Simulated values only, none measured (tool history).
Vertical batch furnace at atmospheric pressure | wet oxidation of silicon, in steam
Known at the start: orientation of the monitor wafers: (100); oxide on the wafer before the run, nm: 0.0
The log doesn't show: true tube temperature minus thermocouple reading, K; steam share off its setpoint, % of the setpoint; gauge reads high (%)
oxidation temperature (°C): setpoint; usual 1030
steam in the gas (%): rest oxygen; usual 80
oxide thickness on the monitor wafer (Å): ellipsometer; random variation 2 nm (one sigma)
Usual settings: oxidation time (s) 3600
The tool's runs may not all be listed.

| run | hour | oxidation temperature (°C) | oxidation time (s) | steam in the gas (%) | wafers since the last listed run | hours since the last temperature calibration | hours since the steam generator was serviced | hours since the gauge calibration | read-back reference wafer on the same gauge, thickness | oxide thickness on the monitor wafer (Å) |
|---|---|---|---|---|---|---|---|---|---|---|
| 1 | 0 | 1030 | 3600 | 80 | 0 | 2488.7 | 1575 | 389.9 | 378.88 | 3900.4 |
| 2 | 40.4 | 1030 | 4320 | 80 | 348 | 2529.1 | 1615.4 | 430.3 | 379 | 4384.5 |
| 3 | 71.2 | 1030 | 4320 | 80 | 265 | 2559.9 | 1646.2 | 461.1 | 379.21 | 4381.7 |
| 4 | 126.7 | 1030 | 4320 | 80 | 478 | 2615.4 | 1701.7 | 516.6 | 379.02 | 4362.4 |
| 5 | 178.2 | 1046 | 3600 | 80 | 444 | 2666.9 | 1753.2 | 568.1 | 379.02 | 4267.8 |
| 6 | 216.9 | 1046 | 3600 | 80 | 333 | 2705.6 | 1791.9 | 606.8 | 379.03 | 4286 |
| 7 | 278.5 | 1046 | 3600 | 80 | 531 | 2767.2 | 1853.5 | 668.4 | 378.25 | 4311.5 |
| 8 | 327.1 | 1030 | 3600 | 82 | 419 | 2815.8 | 1902.1 | 717 | 379.19 | 3919.5 |
| 9 | 396.7 | 1030 | 3600 | 82 | 600 | 2885.4 | 1971.7 | 786.6 | 378.92 | 3960.8 |
| 10 | 457.1 | 1030 | 3600 | 82 | 520 | 2945.8 | 2032.1 | 847 | 379.28 | 3952.2 |
| 11 | 522.7 | 1030 | 3600 | 80 | 565 | 3011.4 | 2097.7 | 912.6 | 379.4 | 3891.1 |
| 12 | 576.7 | 1030 | 3600 | 80 | 465 | 3065.4 | 2151.7 | 966.6 | 378.58 | 3896.9 |
| 13 | 633.9 | 1015 | 3600 | 80 | 493 | 3122.6 | 2208.9 | 1023.8 | 379.27 | 3542.1 |
| 14 | 692.1 | 1015 | 3600 | 80 | 501 | 3180.8 | 2267.1 | 1082 | 378.9 | 3507.1 |
|  | 745.1 | gauge calibrated |
| 15 | 762.1 | 1030 | 3600 | 80 | 603 | 3250.8 | 2337.1 | 17 | 379 | 3901.3 |
|  | 814.8 | steam generator serviced |
| 16 | 815.3 | 1030 | 3600 | 80 | 251 | 3304 | 0.5 | 70.2 | 378.91 | 4116.5 |
| 17 | 858.9 | 1014 | 2040 | 80 | 376 | 3347.6 | 44.1 | 113.8 | 379 | 2510.3 |
| 18 | 915.8 | 1030 | 3600 | 80 | 490 | 3404.5 | 101 | 170.7 | 378.81 | 4084.3 |
| 19 | 978.9 | 1030 | 3600 | 80 | 544 | 3467.6 | 164.1 | 233.8 | 378.88 | 4070.4 |
| 20 | 1045.6 | 1042 | 1860 | 70 | 575 | 3534.3 | 230.8 | 300.5 | 378.98 | 2581.6 |
|  | 1094 | thermocouples replaced and temperature profile calibrated |
| 21 | 1094.5 | 1040 | 2430 | 80 | 214 | 0.5 | 279.7 | 349.4 | 378.9 | 3329.7 |
| 22 | 1113.2 | 1022 | 1830 | 72 | 161 | 19.2 | 298.4 | 368.1 | 379.04 | 2252.4 |
| 23 | 1171.3 | 1049 | 3600 | 91 | 501 | 77.3 | 356.5 | 426.2 | 378.78 | 4866.6 |
| 24 | 1223 | 1006 | 4650 | 80 | 445 | 129 | 408.2 | 477.9 | 379 | 4086.3 |
| 25 | 1277.3 | 1017 | 4410 | 80 | 468 | 183.3 | 462.5 | 532.2 | 379.15 | 4246.4 |
| 26 | 1307 | 1037 | 2730 | 71 | 256 | 213 | 492.2 | 561.9 | 379.7 | 3220 |
| 27 | 1353.7 | 1048 | 3600 | 80 | 402 | 259.7 | 538.9 | 608.6 | 378.96 | 4417.7 |
| 28 | 1390.9 | 1019 | 3600 | 86 | 320 | 296.9 | 576.1 | 645.8 | 379.49 | 3890.6 |
| 29 | 1450.8 | 1030 | 3600 | 72 | 516 | 356.8 | 636 | 705.7 | 378.36 | 3700.1 |
| 30 | 1518.3 | 1015 | 2160 | 80 | 582 | 424.3 | 703.5 | 773.2 | 378.79 | 2520.7 |

Forecast each of these 5 alternatives for the next run:
| A | 1523 | 1030 | 3600 | 80 | 40 | 429 | 708.2 | 777.9 | ? | ? |
| B | 1523 | 1022 | 2130 | 84 | 40 | 429 | 708.2 | 777.9 | ? | ? |
| C | 1523 | 1040 | 3600 | 89 | 40 | 429 | 708.2 | 777.9 | ? | ? |
| D | 1523 | 1050 | 3600 | 80 | 40 | 429 | 708.2 | 777.9 | ? | ? |
| E | 1523 | 1052 | 3600 | 70 | 40 | 429 | 708.2 | 777.9 | ? | ? |

| run | read-back reference wafer on the same gauge, thickness | oxide thickness on the monitor wafer (Å) |
|---|---|---|
| A | 379.54 | 3965.5 |
| B | 379.54 | 2725.3 |
| C | 379.54 | 4504.8 |
| D | 379.54 | 4457.2 |
| E | 379.54 | 4148.4 |
Without the tool's hidden state the same runs would have given:
| run | oxide thickness on the monitor wafer (Å) |
|---|---|
| A | 4117.3 |
| B | 2837.9 |
| C | 4671.3 |
| D | 4619.9 |
| E | 4301 |
